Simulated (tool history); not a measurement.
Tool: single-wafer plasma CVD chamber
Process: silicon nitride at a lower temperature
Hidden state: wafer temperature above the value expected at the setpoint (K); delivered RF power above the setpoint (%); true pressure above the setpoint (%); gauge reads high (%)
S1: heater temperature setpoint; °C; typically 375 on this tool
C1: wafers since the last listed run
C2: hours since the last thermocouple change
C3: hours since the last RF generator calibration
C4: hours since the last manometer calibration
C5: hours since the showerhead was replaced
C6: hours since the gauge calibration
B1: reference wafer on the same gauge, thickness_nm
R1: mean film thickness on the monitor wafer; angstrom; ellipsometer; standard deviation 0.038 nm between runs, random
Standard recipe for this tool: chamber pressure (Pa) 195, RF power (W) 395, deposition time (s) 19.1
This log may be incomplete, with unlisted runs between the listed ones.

Run 1, hour 0: usual settings; C1 0; C2 727.1; C3 1502.3; C4 2677.6; C5 6069.9; C6 123; B1 23.71. Result: R1 249.24 angstrom.
Run 2, hour 34: usual settings; C1 592; C2 761.1; C3 1536.3; C4 2711.6; C5 6103.9; C6 157; B1 23.702. Result: R1 248.95 angstrom.
Run 3, hour 63: usual settings but S1 371 °C; C1 505; C2 790.1; C3 1565.3; C4 2740.6; C5 6132.9; C6 186; B1 23.701. Result: R1 248.7 angstrom.
Run 4, hour 85.1: usual settings but S1 371 °C; C1 384; C2 812.2; C3 1587.4; C4 2762.7; C5 6155; C6 208.1; B1 23.699. Result: R1 249.31 angstrom.
Run 5, hour 116.1: usual settings; C1 539; C2 843.2; C3 1618.4; C4 2793.7; C5 6186; C6 239.1; B1 23.701. Result: R1 248.07 angstrom.
Run 6, hour 128.6: usual settings; C1 217; C2 855.7; C3 1630.9; C4 2806.2; C5 6198.5; C6 251.6; B1 23.697. Result: R1 247.5 angstrom.
Run 7, hour 153.3: usual settings; C1 430; C2 880.4; C3 1655.6; C4 2830.9; C5 6223.2; C6 276.3; B1 23.709. Result: R1 248.08 angstrom.
Run 8, hour 179.3: usual settings but chamber pressure (Pa) 159; C1 452; C2 906.4; C3 1681.6; C4 2856.9; C5 6249.2; C6 302.3; B1 23.693. Result: R1 237.74 angstrom.
Run 9, hour 207.1: usual settings but chamber pressure (Pa) 159; C1 484; C2 934.2; C3 1709.4; C4 2884.7; C5 6277; C6 330.1; B1 23.696. Result: R1 236.8 angstrom.
Run 10, hour 238.2: usual settings; C1 541; C2 965.3; C3 1740.5; C4 2915.8; C5 6308.1; C6 361.2; B1 23.707. Result: R1 247.95 angstrom.
Run 11, hour 261.4: usual settings; C1 404; C2 988.5; C3 1763.7; C4 2939; C5 6331.3; C6 384.4; B1 23.702. Result: R1 247.22 angstrom.
At hour 270.7: capacitance manometer re-zeroed and calibrated.
Run 12, hour 273.5: usual settings; C1 71; C2 1000.6; C3 1775.8; C4 2.8; C5 6343.4; C6 396.5; B1 23.696. Result: R1 246.31 angstrom.
Run 13, hour 299.3: usual settings; C1 449; C2 1026.4; C3 1801.6; C4 28.6; C5 6369.2; C6 422.3; B1 23.701. Result: R1 246.69 angstrom.
Run 14, hour 316.4: usual settings; C1 297; C2 1043.5; C3 1818.7; C4 45.7; C5 6386.3; C6 439.4; B1 23.697. Result: R1 245.94 angstrom.
Run 15, hour 342: usual settings but RF power (W) 380; C1 445; C2 1069.1; C3 1844.3; C4 71.3; C5 6411.9; C6 465; B1 23.694. Result: R1 240.28 angstrom.
Run 16, hour 376.7: usual settings; C1 604; C2 1103.8; C3 1879; C4 106; C5 6446.6; C6 499.7; B1 23.704. Result: R1 245.52 angstrom.
At hour 388.4: gauge calibrated.
Run 17, hour 411.9: usual settings but S1 364 °C, deposition time (s) 17.8; C1 612; C2 1139; C3 1914.2; C4 141.2; C5 6481.8; C6 23.5; B1 23.702. Result: R1 229.61 angstrom.
At hour 451: thermocouple changed; heater temperature recalibrated.
Run 18, hour 451.5: usual settings but S1 382 °C, chamber pressure (Pa) 211, deposition time (s) 16.6; C1 550; C2 0.5; C3 1953.8; C4 180.8; C5 6521.4; C6 63.1; B1 23.7. Result: R1 216.03 angstrom.
At hour 467.6: RF generator calibrated.
At hour 479.9: showerhead replaced.
Run 19, hour 480.4: usual settings but RF power (W) 325; C1 224; C2 29.4; C3 12.8; C4 209.7; C5 0.5; C6 92; B1 23.707. Result: R1 226.84 angstrom.
Run 20, hour 506: usual settings but chamber pressure (Pa) 216, RF power (W) 460, deposition time (s) 17.1; C1 445; C2 55; C3 38.4; C4 235.3; C5 26.1; C6 117.6; B1 23.698. Result: R1 256.56 angstrom.
Run 21, hour 525.5: usual settings but chamber pressure (Pa) 155, deposition time (s) 15.6; C1 339; C2 74.5; C3 57.9; C4 254.8; C5 45.6; C6 137.1; B1 23.704. Result: R1 199.47 angstrom.
Run 22, hour 546.3: usual settings; C1 362; C2 95.3; C3 78.7; C4 275.6; C5 66.4; C6 157.9; B1 23.697. Result: R1 255.64 angstrom.
Run 23, hour 566.9: usual settings but chamber pressure (Pa) 155, deposition time (s) 15.6; C1 358; C2 115.9; C3 99.3; C4 296.2; C5 87; C6 178.5; B1 23.697. Result: R1 199.26 angstrom.
Run 24, hour 596.7: usual settings but chamber pressure (Pa) 173, RF power (W) 455, deposition time (s) 20.3; C1 518; C2 145.7; C3 129.1; C4 326; C5 116.8; C6 208.3; B1 23.699. Result: R1 287.74 angstrom.
Run 25, hour 619.6: usual settings but S1 388 °C, chamber pressure (Pa) 147, deposition time (s) 16.8; C1 398; C2 168.6; C3 152; C4 348.9; C5 139.7; C6 231.2; B1 23.697. Result: R1 210.6 angstrom.
Run 26, hour 636.3: usual settings but chamber pressure (Pa) 217, RF power (W) 370, deposition time (s) 22.2; C1 290; C2 185.3; C3 168.7; C4 365.6; C5 156.4; C6 247.9; B1 23.698. Result: R1 292.9 angstrom.
Run 27, hour 664.2: usual settings but S1 370 °C, chamber pressure (Pa) 211, RF power (W) 450, deposition time (s) 22.6; C1 485; C2 213.2; C3 196.6; C4 393.5; C5 184.3; C6 275.8; B1 23.701. Result: R1 332.34 angstrom.
Run 28, hour 689.6: usual settings; C1 442; C2 238.6; C3 222; C4 418.9; C5 209.7; C6 301.2; B1 23.7. Result: R1 255.69 angstrom.
Run 29, hour 706.8: usual settings but S1 389 °C, chamber pressure (Pa) 240, deposition time (s) 17.5; C1 299; C2 255.8; C3 239.2; C4 436.1; C5 226.9; C6 318.4; B1 23.697. Result: R1 242.89 angstrom.
Run 30, hour 741: usual settings but chamber pressure (Pa) 159; C1 595; C2 290; C3 273.4; C4 470.3; C5 261.1; C6 352.6; B1 23.706. Result: R1 244.72 angstrom.

What differs in the tool's unlogged condition from the final listed run ahead of each entry between runs to the first listed run following it?
Between runs 11 and 12: capacitance manometer re-zeroed and calibrated (hour 270.7)
  delivered RF power above the setpoint (%): -5.9 -> -5.97
  difference, measured minus the result without the unlogged condition, R1: -9.38 -> -9.47 angstrom
Between runs 16 and 17: gauge calibrated (hour 388.4)
  delivered RF power above the setpoint (%): -6.61 -> -6.84
  difference, measured minus the result without the unlogged condition, R1: -10.53 -> -10.21 angstrom
Between runs 17 and 18: thermocouple changed; heater temperature recalibrated (hour 451)
  delivered RF power above the setpoint (%): -6.84 -> -7.1
  difference, measured minus the result without the unlogged condition, R1: -10.21 -> -9.99 angstrom
Between runs 18 and 19: RF generator calibrated (hour 467.6); showerhead replaced (hour 479.9)
  delivered RF power above the setpoint (%): -7.1 -> -0.359
  difference, measured minus the result without the unlogged condition, R1: -9.99 -> -0.53 angstrom
